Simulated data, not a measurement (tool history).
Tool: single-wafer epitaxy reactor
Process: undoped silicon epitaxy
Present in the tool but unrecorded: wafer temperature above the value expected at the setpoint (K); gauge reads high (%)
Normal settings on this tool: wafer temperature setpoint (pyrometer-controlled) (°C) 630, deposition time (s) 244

| run | hour | wafer temperature setpoint (pyrometer-controlled) (°C) | deposition time (s) | wafers since the last listed run | hours since the last pyrometer calibration | hours since the gauge calibration | read-back reference wafer on the same gauge, thickness_nm | mean film thickness on the monitor wafer (Å) |
|---|---|---|---|---|---|---|---|---|
| 1 | 0.0 | 630 | 244 | 0 | 1896.8 | 74.9 | 27.406 | 234.05 |
| 2 | 17.7 | 622 | 219 | 120 | 1914.5 | 92.6 | 27.388 | 178.56 |
| 3 | 27.4 | 633 | 281 | 65 | 1924.2 | 102.3 | 27.425 | 284.60 |
| 4 | 44.3 | 633 | 281 | 114 | 1941.1 | 119.2 | 27.406 | 285.11 |
| 5 | 52.4 | 633 | 281 | 54 | 1949.2 | 127.3 | 27.414 | 284.75 |
| 6 | 59.7 | 618 | 244 | 49 | 1956.5 | 134.6 | 27.410 | 180.95 |
| 7 | 66.1 | 630 | 244 | 43 | 1962.9 | 141.0 | 27.444 | 232.76 |
| 8 | 72.2 | 630 | 261 | 41 | 1969.0 | 147.1 | 27.428 | 247.73 |
| 9 | 82.5 | 630 | 261 | 69 | 1979.3 | 157.4 | 27.425 | 246.83 |
| 10 | 96.7 | 630 | 261 | 96 | 1993.5 | 171.6 | 27.381 | 247.52 |
| 11 | 106.0 | 630 | 244 | 63 | 2002.8 | 180.9 | 27.407 | 232.20 |
| 12 | 112.7 | 630 | 244 | 45 | 2009.5 | 187.6 | 27.406 | 230.84 |
| 13 | 129.1 | 630 | 244 | 111 | 2025.9 | 204.0 | 27.444 | 230.12 |
| 14 | 140.6 | 630 | 244 | 78 | 2037.4 | 215.5 | 27.413 | 230.35 |
|  | 141.2 | gauge calibrated |
| 15 | 158.4 | 630 | 222 | 120 | 2055.2 | 17.2 | 27.373 | 208.61 |
| 16 | 168.5 | 635 | 244 | 68 | 2065.3 | 27.3 | 27.424 | 253.75 |
| 17 | 179.7 | 635 | 244 | 76 | 2076.5 | 38.5 | 27.398 | 252.73 |
| 18 | 192.2 | 630 | 244 | 84 | 2089.0 | 51.0 | 27.422 | 228.95 |
| 19 | 198.8 | 637 | 274 | 44 | 2095.6 | 57.6 | 27.369 | 295.70 |
| 20 | 205.5 | 630 | 244 | 45 | 2102.3 | 64.3 | 27.383 | 228.50 |
| 21 | 220.7 | 626 | 292 | 103 | 2117.5 | 79.5 | 27.401 | 250.98 |
| 22 | 232.0 | 620 | 281 | 76 | 2128.8 | 90.8 | 27.401 | 213.16 |
|  | 249.8 | pyrometer calibrated |
| 23 | 250.3 | 638 | 276 | 69 | 0.5 | 109.1 | 27.409 | 339.94 |
| 24 | 256.2 | 635 | 209 | 40 | 6.4 | 115.0 | 27.387 | 241.65 |
| 25 | 263.0 | 630 | 244 | 46 | 13.2 | 121.8 | 27.414 | 256.69 |
| 26 | 278.8 | 635 | 244 | 107 | 29.0 | 137.6 | 27.415 | 282.85 |
| 27 | 288.2 | 633 | 281 | 63 | 38.4 | 147.0 | 27.393 | 312.90 |
| 28 | 296.0 | 617 | 278 | 52 | 46.2 | 154.8 | 27.412 | 224.72 |
| 29 | 313.1 | 644 | 258 | 116 | 63.3 | 171.9 | 27.381 | 357.49 |
| 30 | 328.0 | 644 | 202 | 101 | 78.2 | 186.8 | 27.364 | 280.96 |
| 31 | 339.3 | 630 | 277 | 76 | 89.5 | 198.1 | 27.413 | 291.15 |
| 32 | 351.6 | 617 | 226 | 83 | 101.8 | 210.4 | 27.399 | 181.55 |
| 33 | 359.5 | 630 | 244 | 53 | 109.7 | 218.3 | 27.419 | 256.64 |
|  | 366.1 | gauge calibrated |
| 34 | 372.1 | 624 | 269 | 85 | 122.3 | 6.0 | 27.358 | 249.33 |
| 35 | 379.0 | 645 | 244 | 46 | 129.2 | 12.9 | 27.391 | 344.68 |

Some steps in mean film thickness on the monitor wafer (Å), run to run, broken into two amounts with sign: the step expected even without the hidden condition (settings, incoming material, random variation), and the rest, left for the hidden condition together with whatever gauge scatter is not in both the measured and the hidden-condition-free result:
Run 2 -> 3: wafer temperature setpoint (pyrometer-controlled) (°C) 622 -> 633, deposition time (s) 219 -> 281. mean film thickness on the monitor wafer (Å) +106.04: hidden state -11.95, all else +117.99.
Run 5 -> 6: wafer temperature setpoint (pyrometer-controlled) (°C) 633 -> 618, deposition time (s) 281 -> 244. mean film thickness on the monitor wafer (Å) -103.80: hidden state +11.44, all else -115.24.
Run 22 -> 23: wafer temperature setpoint (pyrometer-controlled) (°C) 620 -> 638, deposition time (s) 281 -> 276, pyrometer calibrated. mean film thickness on the monitor wafer (Å) +126.78: hidden state +26.33, all else +100.45.
Run 28 -> 29: wafer temperature setpoint (pyrometer-controlled) (°C) 617 -> 644, deposition time (s) 278 -> 258. mean film thickness on the monitor wafer (Å) +132.77: hidden state -1.65, all else +134.42.
Run 31 -> 32: wafer temperature setpoint (pyrometer-controlled) (°C) 630 -> 617, deposition time (s) 277 -> 226. mean film thickness on the monitor wafer (Å) -109.60: hidden state +1.48, all else -111.08.
